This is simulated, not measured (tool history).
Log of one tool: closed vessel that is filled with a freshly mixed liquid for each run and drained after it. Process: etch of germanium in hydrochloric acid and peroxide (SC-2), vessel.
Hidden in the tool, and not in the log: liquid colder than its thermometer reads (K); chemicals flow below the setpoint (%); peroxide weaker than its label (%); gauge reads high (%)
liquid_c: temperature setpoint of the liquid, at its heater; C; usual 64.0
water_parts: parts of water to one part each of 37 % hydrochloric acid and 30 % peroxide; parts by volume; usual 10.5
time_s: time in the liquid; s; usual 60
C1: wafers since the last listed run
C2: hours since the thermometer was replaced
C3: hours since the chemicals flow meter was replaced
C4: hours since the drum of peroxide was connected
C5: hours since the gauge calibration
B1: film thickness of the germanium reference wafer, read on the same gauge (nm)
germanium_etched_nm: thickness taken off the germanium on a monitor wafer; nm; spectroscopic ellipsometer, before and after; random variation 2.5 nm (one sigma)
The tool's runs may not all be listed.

Run 1, hour 0.0: usual settings; C1 0; C2 2357.1; C3 698.9; C4 149.2; C5 910.7; B1 129.99. Result: germanium_etched_nm 334.98 nm.
Run 2, hour 52.1: usual settings; C1 3693; C2 2409.2; C3 751.0; C4 201.3; C5 962.8; B1 129.98. Result: germanium_etched_nm 335.03 nm.
Run 3, hour 106.4: usual settings; C1 3849; C2 2463.5; C3 805.3; C4 255.6; C5 1017.1; B1 130.00. Result: germanium_etched_nm 337.74 nm.
Run 4, hour 171.8: usual settings but time_s 50 s; C1 4636; C2 2528.9; C3 870.7; C4 321.0; C5 1082.5; B1 129.97. Result: germanium_etched_nm 276.59 nm.
Run 5, hour 245.6: usual settings but time_s 50 s; C1 5232; C2 2602.7; C3 944.5; C4 394.8; C5 1156.3; B1 129.99. Result: germanium_etched_nm 280.13 nm.
Run 6, hour 288.2: usual settings; C1 3020; C2 2645.3; C3 987.1; C4 437.4; C5 1198.9; B1 130.04. Result: germanium_etched_nm 338.86 nm.
Run 7, hour 360.6: usual settings; C1 5132; C2 2717.7; C3 1059.5; C4 509.8; C5 1271.3; B1 129.97. Result: germanium_etched_nm 332.22 nm.
At hour 441.3: gauge calibrated.
Run 8, hour 448.0: usual settings; C1 6196; C2 2805.1; C3 1146.9; C4 597.2; C5 6.7; B1 130.03. Result: germanium_etched_nm 328.89 nm.
Run 9, hour 498.9: usual settings; C1 3608; C2 2856.0; C3 1197.8; C4 648.1; C5 57.6; B1 130.04. Result: germanium_etched_nm 331.55 nm.
Run 10, hour 596.6: usual settings; C1 6926; C2 2953.7; C3 1295.5; C4 745.8; C5 155.3; B1 129.97. Result: germanium_etched_nm 335.76 nm.
At hour 614.5: thermometer replaced.
Run 11, hour 649.9: usual settings; C1 3707; C2 35.4; C3 1348.8; C4 799.1; C5 208.6; B1 130.01. Result: germanium_etched_nm 315.04 nm.
Run 12, hour 729.5: usual settings but liquid_c 55.5 C, water_parts 6.0 parts by volume; C1 5643; C2 115.0; C3 1428.4; C4 878.7; C5 288.2; B1 129.97. Result: germanium_etched_nm 259.44 nm.
Run 13, hour 833.2: usual settings but liquid_c 55.5 C, water_parts 6.0 parts by volume; C1 7351; C2 218.7; C3 1532.1; C4 982.4; C5 391.9; B1 129.99. Result: germanium_etched_nm 255.39 nm.
At hour 915.8: thermometer replaced, repeated, since the last time left the tool worse.
Run 14, hour 922.0: usual settings but liquid_c 60.0 C, time_s 85 s; C1 6224; C2 6.2; C3 1620.9; C4 1071.2; C5 480.7; B1 129.97. Result: germanium_etched_nm 435.73 nm.
Run 15, hour 970.4: usual settings but time_s 95 s; C1 3431; C2 54.6; C3 1669.3; C4 1119.6; C5 529.1; B1 129.99. Result: germanium_etched_nm 548.70 nm.
At hour 984.2: chemicals flow meter replaced.
At hour 1053.7: new drum of peroxide connected.
Run 16, hour 1057.0: usual settings but liquid_c 70.0 C, water_parts 6.5 parts by volume, time_s 90 s; C1 5997; C2 141.2; C3 72.8; C4 3.3; C5 615.7; B1 129.99. Result: germanium_etched_nm 654.20 nm.
Run 17, hour 1155.1: usual settings but liquid_c 67.0 C, water_parts 8.0 parts by volume, time_s 40 s; C1 6954; C2 239.3; C3 170.9; C4 101.4; C5 713.8; B1 129.99. Result: germanium_etched_nm 256.98 nm.
Run 18, hour 1240.2: usual settings; C1 6033; C2 324.4; C3 256.0; C4 186.5; C5 798.9; B1 129.98. Result: germanium_etched_nm 340.88 nm.
Run 19, hour 1323.9: usual settings but liquid_c 58.5 C, water_parts 12.5 parts by volume, time_s 80 s; C1 5933; C2 408.1; C3 339.7; C4 270.2; C5 882.6; B1 129.98. Result: germanium_etched_nm 385.31 nm.
Run 20, hour 1367.3: usual settings but water_parts 14.5 parts by volume, time_s 70 s; C1 3076; C2 451.5; C3 383.1; C4 313.6; C5 926.0; B1 130.05. Result: germanium_etched_nm 380.73 nm.

3 ways to go on from here, each from the tool as it stands after run 20. What would each give?
Run A, hour 1368.0: usual settings; C1 49; C2 452.2; C3 383.8; C4 314.3; C5 926.7; B1 ?. Result: germanium_etched_nm ?.
Run B, hour 1368.0: usual settings but liquid_c 56.5 C; C1 49; C2 452.2; C3 383.8; C4 314.3; C5 926.7; B1 ?. Result: germanium_etched_nm ?.
Run C, hour 1368.0: usual settings but liquid_c 67.5 C, water_parts 8.5 parts by volume, time_s 35 s; C1 49; C2 452.2; C3 383.8; C4 314.3; C5 926.7; B1 ?. Result: germanium_etched_nm ?.

run      B1  germanium_etched_nm
  A  130.01               346.48
  B  130.01               278.06
  C  130.01               228.43
Without the tool's hidden state the same runs would have given:
run  germanium_etched_nm
  A               349.56
  B               280.66
  C               230.43
